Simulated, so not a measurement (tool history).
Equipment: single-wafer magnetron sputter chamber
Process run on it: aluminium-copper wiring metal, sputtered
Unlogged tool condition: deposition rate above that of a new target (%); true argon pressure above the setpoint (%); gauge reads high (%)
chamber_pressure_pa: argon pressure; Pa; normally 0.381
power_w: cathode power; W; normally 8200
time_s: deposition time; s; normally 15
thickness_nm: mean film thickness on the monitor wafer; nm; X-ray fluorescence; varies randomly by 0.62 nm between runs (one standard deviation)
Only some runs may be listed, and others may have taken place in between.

run   hour  chamber_pressure_pa  power_w  time_s  wafers since the last listed run  wafers on the sputter target  hours since the last manometer calibration  hours since the magnet pack was replaced  hours since the gauge calibration  read-back reference wafer on the same gauge, thickness_nm  thickness_nm
  1      0                0.334     8200      15                                 0                          1981                                       813.6                                   11066.7                               86.9                                                    218.989       223.067
  2   17.8                0.334     8200      15                               436                          2418                                       831.4                                   11084.5                              104.7                                                    218.974       222.412
  3   32.5                0.334     8200      15                               360                          2779                                       846.1                                   11099.2                              119.4                                                    218.841       220.115
      34.6  -- gauge calibrated
  4   45.5                0.381     8200      15                               318                          3098                                       859.1                                   11112.2                               10.9                                                        219       212.676
  5   58.6                0.381     8200      15                               321                          3419                                       872.2                                   11125.3                                 24                                                    219.033       211.571
  6   65.6                0.381     8200      15                               171                          3591                                       879.2                                   11132.3                                 31                                                    218.924       210.733
      85.8  -- sputter target and shields replaced
  7   86.3                0.381     8200      15                               311                            12                                       899.9                                     11153                               51.7                                                    219.134       221.428
  8   94.9                0.428     7150    13.4                               211                           223                                       908.5                                   11161.6                               60.3                                                    218.764       166.249
  9  102.3                0.531     8200    12.9                               181                           404                                       915.9                                     11169                               67.7                                                    219.009       170.367
     136.9  -- capacitance manometer re-zeroed and calibrated
     152.9  -- gauge calibrated
     155.9  -- magnet pack replaced
 10  156.4                0.381     8200      15                               934                          1339                                        19.5                                       0.5                                3.5                                                    218.958       216.668
 11  159.5                0.381     8200    13.6                                76                          1415                                        22.6                                       3.6                                6.6                                                    219.249       196.445
 12  171.3                0.381     9150      15                               289                          1705                                        34.4                                      15.4                               18.4                                                    219.041       240.938
 13  183.7                0.381     8200    13.6                               304                          2009                                        46.8                                      27.8                               30.8                                                    219.219       195.374
 14  195.4                0.495     8800    17.2                               287                          2296                                        58.5                                      39.5                               42.5                                                    218.969       243.473

Here are 3 independent what-if runs from the current tool condition. What would each one return?
  A  195.8                0.434     8200      15                                 9                          2306                                        58.9                                      39.9                               42.9                                                          ?             ?
  B  195.8                0.315     8200      15                                 9                          2306                                        58.9                                      39.9                               42.9                                                          ?             ?
  C  195.8                0.341     8200      15                                 9                          2306                                        58.9                                      39.9                               42.9                                                          ?             ?

run  read-back reference wafer on the same gauge, thickness_nm  thickness_nm
  A                                                    219.113       207.204
  B                                                    219.113        225.82
  C                                                    219.113       221.561
With no hidden state in the tool, these same runs would have given:
run  thickness_nm
  A       213.876
  B       233.092
  C       228.696
